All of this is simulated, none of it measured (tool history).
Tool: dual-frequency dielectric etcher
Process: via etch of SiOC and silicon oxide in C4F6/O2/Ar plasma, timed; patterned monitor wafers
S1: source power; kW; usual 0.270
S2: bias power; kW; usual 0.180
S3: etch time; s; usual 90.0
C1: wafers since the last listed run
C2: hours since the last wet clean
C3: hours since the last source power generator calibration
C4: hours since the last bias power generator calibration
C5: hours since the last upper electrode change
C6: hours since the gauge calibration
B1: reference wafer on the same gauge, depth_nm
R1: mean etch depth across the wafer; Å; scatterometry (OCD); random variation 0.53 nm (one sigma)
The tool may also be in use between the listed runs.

| run | hour | S1 | S2 | S3 | C1 | C2 | C3 | C4 | C5 | C6 | B1 | R1 |
|---|---|---|---|---|---|---|---|---|---|---|---|---|
| 1 | 0.0 | 0.270 | 0.180 | 90.0 | 0 | 178.5 | 3646.0 | 3367.7 | 4726.7 | 207.8 | 88.7 | 907 |
| 2 | 14.9 | 0.270 | 0.180 | 105.5 | 109 | 193.4 | 3660.9 | 3382.6 | 4741.6 | 222.7 | 88.9 | 1066 |
| 3 | 53.6 | 0.270 | 0.180 | 90.0 | 285 | 232.1 | 3699.6 | 3421.3 | 4780.3 | 261.4 | 88.6 | 917 |
| 4 | 63.5 | 0.270 | 0.180 | 90.0 | 73 | 242.0 | 3709.5 | 3431.2 | 4790.2 | 271.3 | 88.8 | 915 |
| 5 | 76.9 | 0.270 | 0.152 | 90.0 | 98 | 255.4 | 3722.9 | 3444.6 | 4803.6 | 284.7 | 88.7 | 872 |
| 6 | 93.0 | 0.270 | 0.180 | 109.5 | 118 | 271.5 | 3739.0 | 3460.7 | 4819.7 | 300.8 | 88.6 | 1111 |
| 7 | 103.5 | 0.270 | 0.180 | 109.5 | 77 | 282.0 | 3749.5 | 3471.2 | 4830.2 | 311.3 | 88.7 | 1123 |
|  | 121.6 | bias power generator calibrated |
| 8 | 122.1 | 0.270 | 0.180 | 90.0 | 107 | 300.6 | 3768.1 | 0.5 | 4848.8 | 329.9 | 88.7 | 921 |
| 9 | 135.3 | 0.310 | 0.180 | 90.0 | 97 | 313.8 | 3781.3 | 13.7 | 4862.0 | 343.1 | 88.6 | 966 |
| 10 | 150.4 | 0.310 | 0.180 | 90.0 | 111 | 328.9 | 3796.4 | 28.8 | 4877.1 | 358.2 | 88.6 | 977 |
| 11 | 164.9 | 0.310 | 0.180 | 90.0 | 106 | 343.4 | 3810.9 | 43.3 | 4891.6 | 372.7 | 88.8 | 970 |
| 12 | 173.5 | 0.270 | 0.180 | 69.5 | 63 | 352.0 | 3819.5 | 51.9 | 4900.2 | 381.3 | 88.8 | 710 |
|  | 199.8 | gauge calibrated |
| 13 | 222.2 | 0.270 | 0.180 | 90.0 | 359 | 400.7 | 3868.2 | 100.6 | 4948.9 | 22.4 | 88.6 | 924 |
| 14 | 228.8 | 0.270 | 0.180 | 90.0 | 48 | 407.3 | 3874.8 | 107.2 | 4955.5 | 29.0 | 88.7 | 929 |
|  | 261.8 | wet clean of the chamber |
| 15 | 262.3 | 0.240 | 0.209 | 90.0 | 70 | 0.5 | 3908.3 | 140.7 | 4989.0 | 62.5 | 88.7 | 898 |
| 16 | 262.7 | 0.220 | 0.193 | 73.5 | 2 | 0.9 | 3908.7 | 141.1 | 4989.4 | 62.9 | 88.8 | 687 |
| 17 | 264.3 | 0.340 | 0.192 | 108.5 | 11 | 2.5 | 3910.3 | 142.7 | 4991.0 | 64.5 | 88.6 | 1189 |
|  | 276.6 | source power generator calibrated |
|  | 294.0 | upper electrode replaced |
| 18 | 294.5 | 0.240 | 0.136 | 64.5 | 65 | 32.7 | 17.9 | 172.9 | 0.5 | 94.7 | 88.7 | 567 |
| 19 | 295.8 | 0.270 | 0.180 | 90.0 | 9 | 34.0 | 19.2 | 174.2 | 1.8 | 96.0 | 88.8 | 909 |
| 20 | 309.8 | 0.320 | 0.180 | 78.5 | 103 | 48.0 | 33.2 | 188.2 | 15.8 | 110.0 | 88.7 | 831 |
| 21 | 321.3 | 0.310 | 0.156 | 101.5 | 84 | 59.5 | 44.7 | 199.7 | 27.3 | 121.5 | 88.8 | 1017 |
| 22 | 335.1 | 0.270 | 0.180 | 90.0 | 101 | 73.3 | 58.5 | 213.5 | 41.1 | 135.3 | 88.8 | 896 |
| 23 | 351.3 | 0.220 | 0.206 | 71.0 | 119 | 89.5 | 74.7 | 229.7 | 57.3 | 151.5 | 88.8 | 687 |
| 24 | 368.9 | 0.270 | 0.152 | 90.0 | 129 | 107.1 | 92.3 | 247.3 | 74.9 | 169.1 | 88.7 | 852 |
| 25 | 375.3 | 0.270 | 0.180 | 90.0 | 47 | 113.5 | 98.7 | 253.7 | 81.3 | 175.5 | 88.6 | 906 |
| 26 | 383.7 | 0.310 | 0.180 | 90.0 | 61 | 121.9 | 107.1 | 262.1 | 89.7 | 183.9 | 88.7 | 938 |
| 27 | 395.0 | 0.250 | 0.180 | 90.0 | 83 | 133.2 | 118.4 | 273.4 | 101.0 | 195.2 | 88.6 | 880 |
| 28 | 401.3 | 0.240 | 0.155 | 70.5 | 46 | 139.5 | 124.7 | 279.7 | 107.3 | 201.5 | 88.7 | 642 |

Forecast each of these 4 alternatives for the next run:
| A | 401.7 | 0.270 | 0.180 | 90.0 | 2 | 139.9 | 125.1 | 280.1 | 107.7 | 201.9 | ? | ? |
| B | 401.7 | 0.310 | 0.196 | 103.0 | 2 | 139.9 | 125.1 | 280.1 | 107.7 | 201.9 | ? | ? |
| C | 401.7 | 0.310 | 0.148 | 106.0 | 2 | 139.9 | 125.1 | 280.1 | 107.7 | 201.9 | ? | ? |
| D | 401.7 | 0.270 | 0.180 | 65.0 | 2 | 139.9 | 125.1 | 280.1 | 107.7 | 201.9 | ? | ? |

| run | B1 | R1 |
|---|---|---|
| A | 88.7 | 904 |
| B | 88.7 | 1118 |
| C | 88.7 | 1055 |
| D | 88.7 | 653 |
Without the tool's hidden state the same runs would have given:
| run | R1 |
|---|---|
| A | 895 |
| B | 1107 |
| C | 1044 |
| D | 646 |

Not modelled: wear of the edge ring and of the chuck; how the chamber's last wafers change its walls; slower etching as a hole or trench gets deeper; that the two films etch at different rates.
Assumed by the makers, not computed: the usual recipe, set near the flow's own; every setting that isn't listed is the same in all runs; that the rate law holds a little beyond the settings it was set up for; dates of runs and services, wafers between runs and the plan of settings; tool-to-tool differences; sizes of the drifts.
